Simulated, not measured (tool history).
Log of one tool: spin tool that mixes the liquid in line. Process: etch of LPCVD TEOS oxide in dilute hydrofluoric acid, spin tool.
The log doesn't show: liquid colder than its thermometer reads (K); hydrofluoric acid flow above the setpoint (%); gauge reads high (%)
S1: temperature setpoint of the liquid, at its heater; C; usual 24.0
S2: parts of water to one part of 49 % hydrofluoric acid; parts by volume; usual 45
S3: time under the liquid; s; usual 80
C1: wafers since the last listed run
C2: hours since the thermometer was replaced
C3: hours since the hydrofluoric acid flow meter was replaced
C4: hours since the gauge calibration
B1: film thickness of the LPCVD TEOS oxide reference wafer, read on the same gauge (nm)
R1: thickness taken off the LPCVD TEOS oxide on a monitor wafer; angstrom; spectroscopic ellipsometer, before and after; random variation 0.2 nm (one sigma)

run   hour    S1  S2  S3   C1      C2      C3     C4      B1     R1
  1    0.0  24.0  45  80    0  2861.9  1171.6  218.9   99.96  411.8
  2   18.4  24.0  45  80  163  2880.3  1190.0  237.3  100.02  414.0
  3   40.3  24.0  45  80  194  2902.2  1211.9  259.2   99.98  413.6
  4   58.4  24.0  45  80  161  2920.3  1230.0  277.3  100.03  414.8
  5   81.3  24.0  45  80  203  2943.2  1252.9  300.2   99.96  417.4
  6   97.9  24.0  45  80  147  2959.8  1269.5  316.8   99.99  417.2
  7  132.9  24.0  45  80  311  2994.8  1304.5  351.8  100.01  420.6
     140.8  -- hydrofluoric acid flow meter replaced
     143.5  -- thermometer replaced
  8  232.4  26.0  45  80  867    88.9    91.6  451.3  100.02  400.4
  9  260.2  26.0  45  80  247   116.7   119.4  479.1  100.02  399.8
     270.6  -- gauge calibrated
 10  273.2  22.0  30  80  115   129.7   132.4    2.6  100.02  521.3
 11  304.2  20.5  40  60  275   160.7   163.4   33.6  100.03  270.6

The next listed run, before its measurement:
 12  321.0  24.0  45  80  149  177.5  180.2  50.4   ?   ?

Run 12 gave B1 100.03, R1 371.3 angstrom.
Without the tool's hidden state the same run would have given R1 363.0 angstrom.
